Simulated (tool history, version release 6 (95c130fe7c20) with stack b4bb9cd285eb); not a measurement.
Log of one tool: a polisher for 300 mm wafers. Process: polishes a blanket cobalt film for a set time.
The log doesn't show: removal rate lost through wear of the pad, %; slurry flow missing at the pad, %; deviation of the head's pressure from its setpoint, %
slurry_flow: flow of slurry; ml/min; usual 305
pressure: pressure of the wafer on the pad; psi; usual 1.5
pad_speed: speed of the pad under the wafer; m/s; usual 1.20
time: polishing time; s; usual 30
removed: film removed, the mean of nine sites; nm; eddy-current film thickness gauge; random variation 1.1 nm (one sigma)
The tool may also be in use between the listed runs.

run,hour,slurry_flow,pressure,pad_speed,time,wafers since the last listed run,wafers polished on this pad,hours since the slurry nozzle was cleaned,hours since the head pressure was calibrated,"incoming thickness of the incoming film, nm",removed
1,0.0,305,1.5,1.20,30,0,17,555.3,758.2,1348.5,169.5
2,12.9,305,1.5,1.20,30,123,140,568.2,771.1,1351.0,167.6
3,20.5,305,1.5,1.20,30,72,213,575.8,778.7,1333.2,169.6
4,33.0,355,1.5,1.20,30,119,333,588.3,791.2,1323.4,170.9
5,43.5,355,1.5,1.20,30,100,433,598.8,801.7,1331.5,170.3
6,52.3,305,1.2,1.20,30,84,517,607.6,810.5,1346.6,135.1
7,68.6,305,1.5,1.20,30,155,673,623.9,826.8,1313.1,169.8
8,82.3,305,1.5,1.20,30,131,804,637.6,840.5,1316.6,170.6
9,94.5,305,1.5,1.20,30,116,921,649.8,852.7,1317.1,169.7
10,102.9,305,1.5,1.20,30,80,1001,658.2,861.1,1352.3,171.1
# hour 108.6: worn pad replaced by a new one
11,111.2,255,1.5,1.02,30,41,25,666.5,869.4,1320.2,140.8
12,121.7,255,1.5,1.02,30,100,125,677.0,879.9,1350.2,142.7
13,133.1,305,1.5,0.98,28,109,234,688.4,891.3,1335.2,130.4
14,149.6,305,1.5,0.98,28,157,392,704.9,907.8,1340.8,130.8
15,163.6,305,1.5,0.98,28,133,526,718.9,921.8,1319.7,131.5
16,178.8,305,1.5,1.20,33,145,671,734.1,937.0,1322.6,188.5
17,194.9,305,1.5,1.20,33,153,825,750.2,953.1,1331.2,188.5
# hour 204.2: worn pad replaced by a new one
18,206.0,305,1.5,1.20,30,67,17,761.3,964.2,1345.9,172.5
19,212.4,305,1.9,1.20,30,61,78,767.7,970.6,1332.8,218.3
20,228.7,305,1.5,1.20,39,155,234,784.0,986.9,1331.2,225.3
21,235.3,305,1.7,1.54,30,63,297,790.6,993.5,1338.3,255.9
22,248.1,305,1.5,1.20,30,122,420,803.4,1006.3,1326.5,173.2
23,257.1,400,1.5,1.20,30,86,506,812.4,1015.3,1347.3,177.3
24,268.8,305,1.5,1.20,30,111,618,824.1,1027.0,1323.9,171.8
25,279.9,405,1.0,0.80,26,106,724,835.2,1038.1,1334.5,69.2
26,290.3,305,1.5,0.98,28,99,823,845.6,1048.5,1318.5,133.6
# hour 299.1: head pressure recalibrated
27,302.1,335,1.8,1.20,30,93,917,857.4,3.0,1349.6,185.5
# hour 306.6: worn pad replaced by a new one, of another model than before
28,311.4,205,1.8,1.20,35,50,45,866.7,12.3,1319.0,194.3
29,322.1,205,1.5,1.20,27,102,148,877.4,23.0,1338.5,135.8
# hour 349.5: slurry nozzle cleaned
30,372.6,390,1.5,1.20,30,473,621,23.1,73.5,1328.7,155.1
31,380.1,230,2.0,1.62,30,71,693,30.6,81.0,1330.6,216.0
32,392.9,305,1.9,1.20,30,122,815,43.4,93.8,1313.0,179.5
# hour 397.8: worn pad replaced by a new one
33,408.4,385,1.8,0.86,27,109,101,58.9,109.3,1330.8,133.2
34,422.0,305,1.5,1.38,25,130,231,72.5,122.9,1331.5,138.8
35,430.3,305,1.5,1.04,30,79,310,80.8,131.2,1333.5,142.9
36,471.6,250,1.5,1.20,30,394,705,122.1,172.5,1317.1,153.4
# hour 481.1: worn pad replaced by a new one
37,482.8,355,1.5,1.20,30,68,16,133.3,183.7,1320.3,155.5
38,489.4,305,1.5,1.20,30,63,79,139.9,190.3,1341.8,155.7

3 ways to go on from here, each from the tool as it stands after run 38. What would each give?
A,489.8,305,1.5,1.20,24,3,83,140.3,190.7,1345.7,?
B,489.8,230,1.5,1.20,34,3,83,140.3,190.7,1345.7,?
C,489.8,305,1.5,0.98,30,3,83,140.3,190.7,1345.7,?

run,removed
A,123.8
B,172.7
C,139.2
Without the tool's hidden state the same runs would have given:
run,removed
A,121.5
B,169.5
C,136.6

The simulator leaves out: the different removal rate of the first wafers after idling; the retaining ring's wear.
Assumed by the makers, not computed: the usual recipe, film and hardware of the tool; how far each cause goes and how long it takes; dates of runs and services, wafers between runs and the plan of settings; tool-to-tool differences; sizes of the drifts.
